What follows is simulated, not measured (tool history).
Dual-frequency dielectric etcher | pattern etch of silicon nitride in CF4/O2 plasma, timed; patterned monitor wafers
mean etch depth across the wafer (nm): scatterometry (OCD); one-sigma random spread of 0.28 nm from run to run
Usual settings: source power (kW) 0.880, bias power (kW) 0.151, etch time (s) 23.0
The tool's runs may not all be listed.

| run | hour | source power (kW) | bias power (kW) | etch time (s) | wafers since the last listed run | hours since the last wet clean | hours since the last source power generator calibration | hours since the last bias power generator calibration | hours since the last upper electrode change | hours since the gauge calibration | read-back reference wafer on the same gauge, depth_nm | mean etch depth across the wafer (nm) |
|---|---|---|---|---|---|---|---|---|---|---|---|---|
| 1 | 0.0 | 1.020 | 0.151 | 23.0 | 0 | 0.5 | 2767.9 | 1693.3 | 2389.2 | 962.8 | 72.0 | 72.3 |
| 2 | 53.9 | 1.020 | 0.151 | 23.0 | 1131 | 54.4 | 2821.8 | 1747.2 | 2443.1 | 1016.7 | 72.1 | 72.8 |
| 3 | 79.1 | 1.020 | 0.151 | 23.0 | 528 | 79.6 | 2847.0 | 1772.4 | 2468.3 | 1041.9 | 72.0 | 72.7 |
| 4 | 118.9 | 0.880 | 0.127 | 23.0 | 835 | 119.4 | 2886.8 | 1812.2 | 2508.1 | 1081.7 | 72.1 | 58.0 |
| 5 | 179.6 | 0.880 | 0.151 | 23.0 | 1273 | 180.1 | 2947.5 | 1872.9 | 2568.8 | 1142.4 | 72.0 | 64.1 |
|  | 284.6 | upper electrode replaced |
| 6 | 285.1 | 0.880 | 0.151 | 23.0 | 1710 | 285.6 | 3053.0 | 1978.4 | 0.5 | 1247.9 | 72.0 | 65.0 |
| 7 | 305.3 | 0.880 | 0.151 | 23.0 | 423 | 305.8 | 3073.2 | 1998.6 | 20.7 | 1268.1 | 72.0 | 65.0 |
| 8 | 359.9 | 1.030 | 0.151 | 25.0 | 1145 | 360.4 | 3127.8 | 2053.2 | 75.3 | 1322.7 | 72.0 | 81.5 |
| 9 | 396.0 | 1.030 | 0.151 | 25.0 | 757 | 396.5 | 3163.9 | 2089.3 | 111.4 | 1358.8 | 72.0 | 81.3 |
| 10 | 458.5 | 0.820 | 0.151 | 23.0 | 1311 | 459.0 | 3226.4 | 2151.8 | 173.9 | 1421.3 | 72.0 | 61.4 |
| 11 | 503.5 | 0.880 | 0.151 | 23.0 | 944 | 504.0 | 3271.4 | 2196.8 | 218.9 | 1466.3 | 72.1 | 65.3 |
| 12 | 528.9 | 0.880 | 0.151 | 18.5 | 533 | 529.4 | 3296.8 | 2222.2 | 244.3 | 1491.7 | 72.0 | 53.0 |
| 13 | 600.7 | 0.730 | 0.173 | 20.0 | 1506 | 601.2 | 3368.6 | 2294.0 | 316.1 | 1563.5 | 72.0 | 52.9 |
| 14 | 630.0 | 0.680 | 0.130 | 29.5 | 614 | 630.5 | 3397.9 | 2323.3 | 345.4 | 1592.8 | 72.0 | 62.0 |
| 15 | 667.9 | 1.090 | 0.151 | 27.0 | 795 | 668.4 | 3435.8 | 2361.2 | 383.3 | 1630.7 | 72.0 | 94.6 |
|  | 704.4 | wet clean of the chamber |
| 16 | 715.2 | 0.880 | 0.151 | 23.0 | 488 | 10.8 | 3483.1 | 2408.5 | 430.6 | 1678.0 | 72.0 | 63.4 |
| 17 | 746.8 | 0.940 | 0.151 | 26.0 | 663 | 42.4 | 3514.7 | 2440.1 | 462.2 | 1709.6 | 72.1 | 75.1 |
| 18 | 815.8 | 0.820 | 0.114 | 23.0 | 1448 | 111.4 | 3583.7 | 2509.1 | 531.2 | 1778.6 | 72.0 | 50.7 |
|  | 876.3 | source power generator calibrated |
|  | 877.6 | bias power generator calibrated |
|  | 962.5 | gauge calibrated |
| 19 | 971.4 | 0.980 | 0.125 | 23.0 | 3154 | 267.0 | 95.1 | 93.8 | 686.8 | 8.9 | 72.0 | 65.6 |
| 20 | 1019.7 | 0.880 | 0.151 | 23.0 | 1013 | 315.3 | 143.4 | 142.1 | 735.1 | 57.2 | 72.0 | 66.6 |
| 21 | 1091.1 | 0.880 | 0.151 | 23.0 | 1498 | 386.7 | 214.8 | 213.5 | 806.5 | 128.6 | 72.0 | 67.0 |
| 22 | 1120.5 | 0.880 | 0.151 | 23.0 | 616 | 416.1 | 244.2 | 242.9 | 835.9 | 158.0 | 72.1 | 67.1 |
| 23 | 1190.4 | 0.690 | 0.151 | 29.5 | 1466 | 486.0 | 314.1 | 312.8 | 905.8 | 227.9 | 72.1 | 69.4 |
| 24 | 1237.9 | 0.880 | 0.120 | 16.0 | 996 | 533.5 | 361.6 | 360.3 | 953.3 | 275.4 | 72.0 | 41.1 |
|  | 1322.9 | wet clean of the chamber |
| 25 | 1323.4 | 0.880 | 0.151 | 27.0 | 1290 | 0.5 | 447.1 | 445.8 | 1038.8 | 360.9 | 72.0 | 75.8 |
| 26 | 1331.7 | 1.050 | 0.163 | 20.0 | 174 | 8.8 | 455.4 | 454.1 | 1047.1 | 369.2 | 72.0 | 68.6 |
| 27 | 1401.6 | 0.880 | 0.151 | 23.0 | 1466 | 78.7 | 525.3 | 524.0 | 1117.0 | 439.1 | 72.0 | 65.0 |
| 28 | 1440.6 | 0.880 | 0.151 | 23.0 | 818 | 117.7 | 564.3 | 563.0 | 1156.0 | 478.1 | 71.9 | 65.1 |
| 29 | 1484.7 | 0.880 | 0.163 | 20.5 | 925 | 161.8 | 608.4 | 607.1 | 1200.1 | 522.2 | 72.0 | 60.7 |

Below are 5 alternative next runs, each starting from the tool's condition after run 29. Predict each:
| A | 1485.1 | 0.880 | 0.136 | 23.0 | 8 | 162.2 | 608.8 | 607.5 | 1200.5 | 522.6 | ? | ? |
| B | 1485.1 | 1.030 | 0.151 | 23.0 | 8 | 162.2 | 608.8 | 607.5 | 1200.5 | 522.6 | ? | ? |
| C | 1485.1 | 0.950 | 0.151 | 23.0 | 8 | 162.2 | 608.8 | 607.5 | 1200.5 | 522.6 | ? | ? |
| D | 1485.1 | 0.820 | 0.186 | 19.0 | 8 | 162.2 | 608.8 | 607.5 | 1200.5 | 522.6 | ? | ? |
| E | 1485.1 | 0.880 | 0.180 | 21.0 | 8 | 162.2 | 608.8 | 607.5 | 1200.5 | 522.6 | ? | ? |

| run | read-back reference wafer on the same gauge, depth_nm | mean etch depth across the wafer (nm) |
|---|---|---|
| A | 71.9 | 61.8 |
| B | 71.9 | 75.3 |
| C | 71.9 | 70.1 |
| D | 71.9 | 57.1 |
| E | 71.9 | 65.9 |
Without the tool's hidden state the same runs would have given:
| run | mean etch depth across the wafer (nm) |
|---|---|
| A | 61.8 |
| B | 75.3 |
| C | 70.1 |
| D | 57.1 |
| E | 65.9 |
